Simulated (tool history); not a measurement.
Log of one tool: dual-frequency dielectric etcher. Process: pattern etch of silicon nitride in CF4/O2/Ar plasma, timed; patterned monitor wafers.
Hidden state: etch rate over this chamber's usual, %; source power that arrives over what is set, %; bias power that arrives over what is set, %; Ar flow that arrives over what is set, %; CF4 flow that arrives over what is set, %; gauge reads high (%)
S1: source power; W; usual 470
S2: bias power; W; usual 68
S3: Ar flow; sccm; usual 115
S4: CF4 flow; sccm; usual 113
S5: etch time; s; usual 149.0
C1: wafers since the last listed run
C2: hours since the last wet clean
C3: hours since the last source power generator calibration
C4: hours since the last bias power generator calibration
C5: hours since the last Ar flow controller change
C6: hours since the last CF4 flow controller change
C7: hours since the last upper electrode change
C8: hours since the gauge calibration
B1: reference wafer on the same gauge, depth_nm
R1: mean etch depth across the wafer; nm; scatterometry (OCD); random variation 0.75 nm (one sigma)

| run | day | S1 | S2 | S3 | S4 | S5 | C1 | C2 | C3 | C4 | C5 | C6 | C7 | C8 | B1 | R1 |
|---|---|---|---|---|---|---|---|---|---|---|---|---|---|---|---|---|
| 1 | 0.000 | 470 | 68 | 115 | 113 | 149.0 | 0 | 346.9 | 4107.8 | 2317.0 | 5968.1 | 5942.2 | 2836.9 | 171.8 | 280.9 | 280.2 |
| 2 | 0.288 | 470 | 68 | 115 | 113 | 149.0 | 64 | 353.8 | 4114.7 | 2323.9 | 5975.0 | 5949.1 | 2843.8 | 178.7 | 280.9 | 280.5 |
| 3 | 0.633 | 470 | 68 | 115 | 113 | 149.0 | 78 | 362.1 | 4123.0 | 2332.2 | 5983.3 | 5957.4 | 2852.1 | 187.0 | 280.9 | 278.7 |
| 4 | 1.629 | 470 | 68 | 115 | 113 | 149.0 | 224 | 386.0 | 4146.9 | 2356.1 | 6007.2 | 5981.3 | 2876.0 | 210.9 | 281.1 | 280.3 |
| 5 | 2.062 | 470 | 81 | 115 | 113 | 149.0 | 97 | 396.4 | 4157.3 | 2366.5 | 6017.6 | 5991.7 | 2886.4 | 221.3 | 280.9 | 309.4 |
| 6 | 2.483 | 470 | 81 | 115 | 113 | 149.0 | 94 | 406.5 | 4167.4 | 2376.6 | 6027.7 | 6001.8 | 2896.5 | 231.4 | 281.1 | 307.7 |
| 7 | 3.017 | 470 | 81 | 115 | 113 | 149.0 | 120 | 419.3 | 4180.2 | 2389.4 | 6040.5 | 6014.6 | 2909.3 | 244.2 | 281.0 | 309.6 |
|  | 3.104 | gauge calibrated |
| 8 | 3.279 | 470 | 68 | 115 | 113 | 149.0 | 59 | 425.6 | 4186.5 | 2395.7 | 6046.8 | 6020.9 | 2915.6 | 4.2 | 281.0 | 278.6 |
| 9 | 3.858 | 440 | 68 | 132 | 113 | 149.0 | 130 | 439.5 | 4200.4 | 2409.6 | 6060.7 | 6034.8 | 2929.5 | 18.1 | 281.0 | 256.5 |
|  | 5.208 | Ar flow controller replaced |
|  | 5.217 | wet clean of the chamber |
| 10 | 5.238 | 440 | 68 | 132 | 113 | 149.0 | 252 | 0.5 | 4233.5 | 2442.7 | 0.7 | 6067.9 | 2962.6 | 51.2 | 280.9 | 275.9 |
| 11 | 5.254 | 470 | 68 | 115 | 113 | 149.0 | 3 | 0.9 | 4233.9 | 2443.1 | 1.1 | 6068.3 | 2963.0 | 51.6 | 281.0 | 300.5 |
| 12 | 5.383 | 470 | 68 | 115 | 113 | 149.0 | 29 | 4.0 | 4237.0 | 2446.2 | 4.2 | 6071.4 | 2966.1 | 54.7 | 281.1 | 299.4 |
|  | 6.229 | CF4 flow controller replaced |
|  | 6.292 | source power generator calibrated |
|  | 6.867 | wet clean of the chamber, repeated, since the last time left the tool worse |
| 13 | 6.888 | 570 | 56 | 115 | 101 | 188.5 | 138 | 0.5 | 14.3 | 2482.3 | 40.3 | 15.8 | 3002.2 | 90.8 | 281.0 | 384.8 |
| 14 | 6.904 | 470 | 68 | 115 | 113 | 149.0 | 3 | 0.9 | 14.7 | 2482.7 | 40.7 | 16.2 | 3002.6 | 91.2 | 280.9 | 286.1 |
|  | 8.038 | upper electrode replaced |
| 15 | 8.058 | 470 | 68 | 93 | 127 | 149.0 | 34 | 28.6 | 42.4 | 2510.4 | 68.4 | 43.9 | 0.5 | 118.9 | 280.9 | 294.2 |
| 16 | 8.075 | 370 | 82 | 115 | 113 | 149.0 | 3 | 29.0 | 42.8 | 2510.8 | 68.8 | 44.3 | 0.9 | 119.3 | 281.0 | 245.7 |
| 17 | 8.162 | 470 | 85 | 115 | 139 | 129.5 | 19 | 31.1 | 44.9 | 2512.9 | 70.9 | 46.4 | 3.0 | 121.4 | 281.2 | 287.8 |
|  | 8.412 | bias power generator calibrated |
| 18 | 8.650 | 570 | 78 | 142 | 124 | 149.0 | 72 | 42.8 | 56.6 | 5.7 | 82.6 | 58.1 | 14.7 | 133.1 | 281.0 | 372.4 |
| 19 | 9.233 | 370 | 53 | 98 | 87 | 149.0 | 131 | 56.8 | 70.6 | 19.7 | 96.6 | 72.1 | 28.7 | 147.1 | 281.0 | 187.0 |
| 20 | 9.979 | 470 | 68 | 128 | 138 | 149.0 | 168 | 74.7 | 88.5 | 37.6 | 114.5 | 90.0 | 46.6 | 165.0 | 281.0 | 286.4 |
| 21 | 10.608 | 470 | 84 | 124 | 113 | 180.5 | 141 | 89.8 | 103.6 | 52.7 | 129.6 | 105.1 | 61.7 | 180.1 | 281.0 | 386.1 |
| 22 | 11.221 | 470 | 68 | 115 | 113 | 149.0 | 138 | 104.5 | 118.3 | 67.4 | 144.3 | 119.8 | 76.4 | 194.8 | 281.1 | 283.6 |

The tool's hidden state at each run:
source power that arrives over what is set, %: 0 in every run
bias power that arrives over what is set, %: 0 in every run
Ar flow that arrives over what is set, %: 0 in every run
CF4 flow that arrives over what is set, %: 0 in every run
gauge reads high (%): 0 in every run
H1: etch rate over this chamber's usual, %
| run | H1 |
|---|---|
| 1 | -1.94 |
| 2 | -1.97 |
| 3 | -2.02 |
| 4 | -2.13 |
| 5 | -2.19 |
| 6 | -2.24 |
| 7 | -2.3 |
| 8 | -2.33 |
| 9 | -2.4 |
| 10 | 4.55 |
| 11 | 4.55 |
| 12 | 4.53 |
| 13 | -0.213 |
| 14 | -0.215 |
| 15 | -0.352 |
| 16 | -0.354 |
| 17 | -0.365 |
| 18 | -0.423 |
| 19 | -0.492 |
| 20 | -0.581 |
| 21 | -0.655 |
| 22 | -0.728 |
